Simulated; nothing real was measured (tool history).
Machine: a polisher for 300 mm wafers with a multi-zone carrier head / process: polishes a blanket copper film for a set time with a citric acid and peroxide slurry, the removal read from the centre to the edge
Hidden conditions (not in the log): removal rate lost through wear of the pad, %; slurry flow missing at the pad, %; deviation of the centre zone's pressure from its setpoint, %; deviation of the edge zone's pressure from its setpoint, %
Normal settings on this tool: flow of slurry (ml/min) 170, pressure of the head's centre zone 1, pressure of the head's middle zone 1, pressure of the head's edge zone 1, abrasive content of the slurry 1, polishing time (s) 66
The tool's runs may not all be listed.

| run | day | flow of slurry (ml/min) | pressure of the head's centre zone | pressure of the head's middle zone | pressure of the head's edge zone | abrasive content of the slurry | polishing time (s) | wafers since the last listed run | wafers polished on this pad | hours since the slurry nozzle was cleaned | hours since the centre zone pressure was calibrated | hours since the edge zone pressure was calibrated | hours since the carrier head's membrane was replaced | incoming thickness of the incoming film, nm | film removed at the wafer's centre (nm) | film removed at mid-radius (nm) | film removed at the wafer's edge (nm) |
|---|---|---|---|---|---|---|---|---|---|---|---|---|---|---|---|---|---|
| 1 | 0 | 170 | 1.05 | 1 | 1 | 1 | 66 | 0 | 3092 | 388.7 | 517.9 | 728.3 | 340.1 | 1068.3 | 113.9 | 113.2 | 109 |
|  | 1.588 | edge zone pressure recalibrated |
| 2 | 3.908 | 170 | 1.05 | 1 | 1 | 1 | 66 | 854 | 3946 | 482.5 | 611.7 | 55.7 | 433.9 | 1070.8 | 113 | 110.4 | 109.3 |
|  | 4.621 | worn pad replaced by a new one |
| 3 | 7.488 | 170 | 1.05 | 1 | 1 | 1 | 66 | 762 | 639 | 568.4 | 697.6 | 141.6 | 519.8 | 1050.1 | 114.6 | 112.7 | 109.2 |
|  | 9.946 | slurry nozzle cleaned |
|  | 16.929 | centre zone pressure recalibrated |
| 4 | 19.596 | 170 | 1 | 1 | 1 | 1.15 | 66 | 2675 | 3315 | 231.6 | 64 | 432.2 | 810.4 | 1038.1 | 111.6 | 113.7 | 112 |
|  | 22.933 | worn pad replaced by a new one |
|  | 29.438 | carrier head's membrane replaced by a new one |
| 5 | 30.517 | 170 | 1 | 1 | 1 | 1.15 | 66 | 2354 | 1646 | 493.7 | 326.1 | 694.3 | 25.9 | 1068.3 | 110.7 | 112.4 | 111.6 |
| 6 | 32.875 | 170 | 1 | 1 | 1 | 1.15 | 66 | 526 | 2173 | 550.3 | 382.7 | 750.9 | 82.5 | 1059.2 | 110.8 | 113 | 109.4 |
|  | 33.471 | edge zone pressure recalibrated |
| 7 | 36.667 | 170 | 1 | 1 | 1.09 | 1 | 66 | 828 | 3001 | 641.3 | 473.7 | 76.7 | 173.5 | 1064.6 | 105 | 109.3 | 109.4 |
|  | 40 | slurry nozzle cleaned |
|  | 40.054 | worn pad replaced by a new one |
| 8 | 40.304 | 170 | 1 | 1 | 1.09 | 1 | 66 | 790 | 55 | 7.3 | 561 | 164 | 260.8 | 1062.8 | 110.8 | 112.2 | 116.2 |
| 9 | 44.612 | 170 | 1 | 1 | 1.09 | 1 | 66 | 962 | 1017 | 110.7 | 664.4 | 267.4 | 364.2 | 1067.7 | 112.9 | 116.1 | 114.9 |
| 10 | 47.988 | 170 | 1 | 1 | 0.94 | 1 | 66 | 753 | 1771 | 191.7 | 745.4 | 348.4 | 445.2 | 1065.8 | 108.7 | 116.3 | 108.8 |
|  | 48.5 | centre zone pressure recalibrated |
| 11 | 53.3 | 205 | 1.11 | 1 | 1 | 1 | 83 | 1167 | 2939 | 319.2 | 115.2 | 475.9 | 572.7 | 1064.2 | 156.6 | 146.7 | 142.6 |
| 12 | 56.646 | 170 | 1 | 0.88 | 1 | 1 | 66 | 747 | 3686 | 399.5 | 195.5 | 556.2 | 653 | 1068.5 | 105.9 | 103 | 110.9 |
|  | 58.167 | worn pad replaced by a new one |
| 13 | 59.5 | 170 | 1.09 | 0.96 | 1 | 1 | 66 | 600 | 297 | 468 | 264 | 624.7 | 721.5 | 1061.3 | 113.5 | 108.4 | 107.4 |
|  | 61.117 | edge zone pressure recalibrated |
| 14 | 65.654 | 225 | 1 | 0.95 | 1 | 0.75 | 56 | 1355 | 1653 | 615.7 | 411.7 | 108.9 | 869.2 | 1047 | 91.4 | 89.6 | 91.7 |
| 15 | 68.038 | 130 | 1 | 1 | 1 | 1 | 66 | 532 | 2185 | 672.9 | 468.9 | 166.1 | 926.4 | 1078.3 | 96.6 | 98.7 | 101.8 |

The next listed run, before its measurement:
|  | 68.146 | slurry nozzle cleaned |
|  | 71.546 | carrier head's membrane replaced by a new one |
| 16 | 72.233 | 170 | 1 | 1 | 1 | 1 | 66 | 881 | 3066 | 98.1 | 569.6 | 266.8 | 16.5 | 1052.1 | ? | ? | ? |

Logged for run 16: film removed at the wafer's centre (nm) 110.9, film removed at mid-radius (nm) 115.5, film removed at the wafer's edge (nm) 111.7.
Minus the tool's unlogged condition, the same run would have read film removed at the wafer's centre (nm) 112.3, film removed at mid-radius (nm) 116.8, film removed at the wafer's edge (nm) 112.6.
